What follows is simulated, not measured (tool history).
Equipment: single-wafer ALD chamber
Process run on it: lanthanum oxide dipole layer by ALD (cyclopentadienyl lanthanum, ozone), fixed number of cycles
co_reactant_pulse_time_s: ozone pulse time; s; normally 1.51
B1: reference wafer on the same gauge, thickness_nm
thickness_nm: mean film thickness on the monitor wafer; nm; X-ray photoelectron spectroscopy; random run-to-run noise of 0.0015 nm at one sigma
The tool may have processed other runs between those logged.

Run 1, hour 0: usual settings but co_reactant_pulse_time_s 1.97 s; B1 0.678. Result: thickness_nm 0.587 nm.
Run 2, hour 23.2: usual settings; B1 0.679. Result: thickness_nm 0.558 nm.
Run 3, hour 39.5: usual settings; B1 0.68. Result: thickness_nm 0.56 nm.
Run 4, hour 55.7: usual settings; B1 0.679. Result: thickness_nm 0.559 nm.
Run 5, hour 71.3: usual settings; B1 0.68. Result: thickness_nm 0.557 nm.
Run 6, hour 95.5: usual settings; B1 0.679. Result: thickness_nm 0.558 nm.
Run 7, hour 125.7: usual settings; B1 0.679. Result: thickness_nm 0.558 nm.
Run 8, hour 149.9: usual settings; B1 0.679. Result: thickness_nm 0.556 nm.
Run 9, hour 178.9: usual settings; B1 0.679. Result: thickness_nm 0.559 nm.
At hour 187.2: ozone generator serviced.
Run 10, hour 211.9: usual settings; B1 0.678. Result: thickness_nm 0.562 nm.
Run 11, hour 234.1: usual settings but co_reactant_pulse_time_s 1 s; B1 0.679. Result: thickness_nm 0.468 nm.
Run 12, hour 251.5: usual settings but co_reactant_pulse_time_s 1.74 s; B1 0.679. Result: thickness_nm 0.58 nm.
Run 13, hour 283.5: usual settings; B1 0.68. Result: thickness_nm 0.562 nm.
Run 14, hour 305.6: usual settings but co_reactant_pulse_time_s 1.23 s; B1 0.679. Result: thickness_nm 0.526 nm.
Run 15, hour 333: usual settings but co_reactant_pulse_time_s 2 s; B1 0.679. Result: thickness_nm 0.588 nm.
Run 16, hour 351.9: usual settings but co_reactant_pulse_time_s 1.16 s; B1 0.678. Result: thickness_nm 0.512 nm.
Run 17, hour 364.6: usual settings but co_reactant_pulse_time_s 1.76 s; B1 0.679. Result: thickness_nm 0.579 nm.
Run 18, hour 378.4: usual settings but co_reactant_pulse_time_s 1.69 s; B1 0.679. Result: thickness_nm 0.576 nm.
Run 19, hour 398.3: usual settings but co_reactant_pulse_time_s 1.35 s; B1 0.679. Result: thickness_nm 0.543 nm.
At hour 402.9: gauge calibrated.
Run 20, hour 422.4: usual settings; B1 0.68. Result: thickness_nm 0.561 nm.
Run 21, hour 439.6: usual settings but co_reactant_pulse_time_s 2.02 s; B1 0.679. Result: thickness_nm 0.585 nm.
Run 22, hour 462: usual settings but co_reactant_pulse_time_s 0.98 s; B1 0.679. Result: thickness_nm 0.453 nm.
Run 23, hour 497: usual settings but co_reactant_pulse_time_s 1.08 s; B1 0.68. Result: thickness_nm 0.486 nm.
At hour 520.1: thermocouple changed; heater temperature recalibrated.
Run 24, hour 523.6: usual settings but co_reactant_pulse_time_s 1.31 s; B1 0.679. Result: thickness_nm 0.533 nm.
At hour 541.8: showerhead replaced.
Run 25, hour 553.6: usual settings but co_reactant_pulse_time_s 1.3 s; B1 0.68. Result: thickness_nm 0.531 nm.
Run 26, hour 579.5: usual settings but co_reactant_pulse_time_s 1.89 s; B1 0.679. Result: thickness_nm 0.584 nm.
Run 27, hour 601.5: usual settings; B1 0.679. Result: thickness_nm 0.556 nm.
Run 28, hour 634.9: usual settings but co_reactant_pulse_time_s 2.04 s; B1 0.679. Result: thickness_nm 0.583 nm.
Run 29, hour 648.4: usual settings; B1 0.678. Result: thickness_nm 0.555 nm.
Run 30, hour 682.8: usual settings but co_reactant_pulse_time_s 1.19 s; B1 0.679. Result: thickness_nm 0.507 nm.
Run 31, hour 722.8: usual settings but co_reactant_pulse_time_s 1.72 s; B1 0.679. Result: thickness_nm 0.569 nm.
At hour 745.5: ozone generator serviced.
Run 32, hour 746: usual settings but co_reactant_pulse_time_s 1.71 s; B1 0.679. Result: thickness_nm 0.577 nm.
Run 33, hour 767.5: usual settings; B1 0.679. Result: thickness_nm 0.566 nm.

How would selected steps in thickness_nm from run to run divide? Give the signed amount a tool lacking its hidden state would still show from settings, what came in and random variation, and the signed amount left for the hidden state, including any gauge scatter that is not in both of the compared results.
Unlogged tool condition in this case: wafer temperature above the value expected at the setpoint (K); ozone dose above that of a generator just serviced (%); gauge reads high (%).
Run 9 -> 10: ozone generator serviced. thickness_nm +0.003 nm: hidden state +0.008, all else -0.005.
Run 10 -> 11: co_reactant_pulse_time_s 1.51 -> 1. thickness_nm -0.094 nm: hidden state -0.003, all else -0.091.
Run 11 -> 12: co_reactant_pulse_time_s 1 -> 1.74. thickness_nm +0.112 nm: hidden state +0.003, all else +0.109.
Run 21 -> 22: co_reactant_pulse_time_s 2.02 -> 0.98. thickness_nm -0.132 nm: hidden state -0.011, all else -0.121.
Run 30 -> 31: co_reactant_pulse_time_s 1.19 -> 1.72. thickness_nm +0.062 nm: hidden state +0.01, all else +0.052.
